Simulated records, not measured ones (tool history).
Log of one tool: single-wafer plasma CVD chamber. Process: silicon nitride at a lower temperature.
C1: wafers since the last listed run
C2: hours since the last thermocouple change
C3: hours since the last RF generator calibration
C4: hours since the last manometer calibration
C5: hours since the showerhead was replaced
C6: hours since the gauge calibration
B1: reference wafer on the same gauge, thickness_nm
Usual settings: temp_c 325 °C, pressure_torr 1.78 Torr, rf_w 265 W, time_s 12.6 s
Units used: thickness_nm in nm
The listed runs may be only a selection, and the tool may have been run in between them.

{"run": 1, "day": 0.0, "temp_c": 325, "pressure_torr": 1.78, "rf_w": 265, "time_s": 12.6, "C1": 0, "C2": 1918.4, "C3": 2464.6, "C4": 2782.1, "C5": 8398.9, "C6": 87.8, "B1": 13.173, "thickness_nm": 13.709}
{"run": 2, "day": 0.7, "temp_c": 325, "pressure_torr": 1.78, "rf_w": 265, "time_s": 12.6, "C1": 414, "C2": 1935.2, "C3": 2481.4, "C4": 2798.9, "C5": 8415.7, "C6": 104.6, "B1": 13.159, "thickness_nm": 13.758}
{"run": 3, "day": 1.212, "temp_c": 325, "pressure_torr": 2.11, "rf_w": 265, "time_s": 13.2, "C1": 303, "C2": 1947.5, "C3": 2493.7, "C4": 2811.2, "C5": 8428.0, "C6": 116.9, "B1": 13.151, "thickness_nm": 15.346}
{"run": 4, "day": 1.933, "temp_c": 325, "pressure_torr": 2.11, "rf_w": 265, "time_s": 13.2, "C1": 427, "C2": 1964.8, "C3": 2511.0, "C4": 2828.5, "C5": 8445.3, "C6": 134.2, "B1": 13.14, "thickness_nm": 15.368}
{"day": 2.842, "done": "thermocouple changed; heater temperature recalibrated"}
{"day": 2.946, "done": "capacitance manometer re-zeroed and calibrated"}
{"run": 5, "day": 2.967, "temp_c": 325, "pressure_torr": 2.11, "rf_w": 265, "time_s": 13.2, "C1": 354, "C2": 3.0, "C3": 2535.8, "C4": 0.5, "C5": 8470.1, "C6": 159.0, "B1": 13.121, "thickness_nm": 15.291}
{"run": 6, "day": 3.146, "temp_c": 325, "pressure_torr": 1.78, "rf_w": 265, "time_s": 14.4, "C1": 106, "C2": 7.3, "C3": 2540.1, "C4": 4.8, "C5": 8474.4, "C6": 163.3, "B1": 13.124, "thickness_nm": 15.647}
{"run": 7, "day": 3.888, "temp_c": 325, "pressure_torr": 1.78, "rf_w": 245, "time_s": 13.5, "C1": 439, "C2": 25.1, "C3": 2557.9, "C4": 22.6, "C5": 8492.2, "C6": 181.1, "B1": 13.096, "thickness_nm": 14.176}
{"run": 8, "day": 4.592, "temp_c": 335, "pressure_torr": 1.41, "rf_w": 265, "time_s": 12.6, "C1": 417, "C2": 42.0, "C3": 2574.8, "C4": 39.5, "C5": 8509.1, "C6": 198.0, "B1": 13.081, "thickness_nm": 12.257}
{"day": 4.679, "done": "gauge calibrated"}
{"run": 9, "day": 4.896, "temp_c": 336, "pressure_torr": 1.78, "rf_w": 230, "time_s": 12.6, "C1": 180, "C2": 49.3, "C3": 2582.1, "C4": 46.8, "C5": 8516.4, "C6": 5.2, "B1": 13.212, "thickness_nm": 12.927}
{"day": 5.742, "done": "showerhead replaced"}
{"day": 6.033, "done": "RF generator calibrated"}
{"run": 10, "day": 6.054, "temp_c": 325, "pressure_torr": 1.78, "rf_w": 265, "time_s": 12.6, "C1": 316, "C2": 77.1, "C3": 0.5, "C4": 74.6, "C5": 7.5, "C6": 33.0, "B1": 13.2, "thickness_nm": 13.764}
{"run": 11, "day": 6.067, "temp_c": 325, "pressure_torr": 2.19, "rf_w": 230, "time_s": 12.6, "C1": 7, "C2": 77.4, "C3": 0.8, "C4": 74.9, "C5": 7.8, "C6": 33.3, "B1": 13.209, "thickness_nm": 13.996}
{"run": 12, "day": 6.092, "temp_c": 340, "pressure_torr": 1.78, "rf_w": 230, "time_s": 11.1, "C1": 14, "C2": 78.0, "C3": 1.4, "C4": 75.5, "C5": 8.4, "C6": 33.9, "B1": 13.203, "thickness_nm": 11.389}
{"run": 13, "day": 6.775, "temp_c": 319, "pressure_torr": 1.53, "rf_w": 265, "time_s": 10.4, "C1": 405, "C2": 94.4, "C3": 17.8, "C4": 91.9, "C5": 24.8, "C6": 50.3, "B1": 13.198, "thickness_nm": 10.694}
{"run": 14, "day": 7.325, "temp_c": 338, "pressure_torr": 2.01, "rf_w": 280, "time_s": 12.6, "C1": 326, "C2": 107.6, "C3": 31.0, "C4": 105.1, "C5": 38.0, "C6": 63.5, "B1": 13.192, "thickness_nm": 14.696}
{"run": 15, "day": 8.05, "temp_c": 325, "pressure_torr": 1.78, "rf_w": 265, "time_s": 12.6, "C1": 429, "C2": 125.0, "C3": 48.4, "C4": 122.5, "C5": 55.4, "C6": 80.9, "B1": 13.193, "thickness_nm": 13.753}

What if the next run were any one of these 5? Each begins from the tool's condition after run 15:
{"run": "A", "day": 8.067, "temp_c": 325, "pressure_torr": 1.78, "rf_w": 265, "time_s": 12.6, "C1": 9, "C2": 125.4, "C3": 48.8, "C4": 122.9, "C5": 55.8, "C6": 81.3, "B1": "?", "thickness_nm": "?"}
{"run": "B", "day": 8.067, "temp_c": 325, "pressure_torr": 1.41, "rf_w": 250, "time_s": 12.6, "C1": 9, "C2": 125.4, "C3": 48.8, "C4": 122.9, "C5": 55.8, "C6": 81.3, "B1": "?", "thickness_nm": "?"}
{"run": "C", "day": 8.067, "temp_c": 334, "pressure_torr": 1.56, "rf_w": 265, "time_s": 12.6, "C1": 9, "C2": 125.4, "C3": 48.8, "C4": 122.9, "C5": 55.8, "C6": 81.3, "B1": "?", "thickness_nm": "?"}
{"run": "D", "day": 8.067, "temp_c": 320, "pressure_torr": 1.98, "rf_w": 305, "time_s": 13.9, "C1": 9, "C2": 125.4, "C3": 48.8, "C4": 122.9, "C5": 55.8, "C6": 81.3, "B1": "?", "thickness_nm": "?"}
{"run": "E", "day": 8.067, "temp_c": 325, "pressure_torr": 1.57, "rf_w": 265, "time_s": 12.6, "C1": 9, "C2": 125.4, "C3": 48.8, "C4": 122.9, "C5": 55.8, "C6": 81.3, "B1": "?", "thickness_nm": "?"}

run=A B1=13.193 thickness_nm=13.778
run=B B1=13.193 thickness_nm=12.096
run=C B1=13.193 thickness_nm=12.987
run=D B1=13.193 thickness_nm=16.887
run=E B1=13.193 thickness_nm=13.061
Without the tool's unlogged condition, the same runs would have read:
run=A thickness_nm=13.790
run=B thickness_nm=12.106
run=C thickness_nm=12.998
run=D thickness_nm=16.901
run=E thickness_nm=13.072

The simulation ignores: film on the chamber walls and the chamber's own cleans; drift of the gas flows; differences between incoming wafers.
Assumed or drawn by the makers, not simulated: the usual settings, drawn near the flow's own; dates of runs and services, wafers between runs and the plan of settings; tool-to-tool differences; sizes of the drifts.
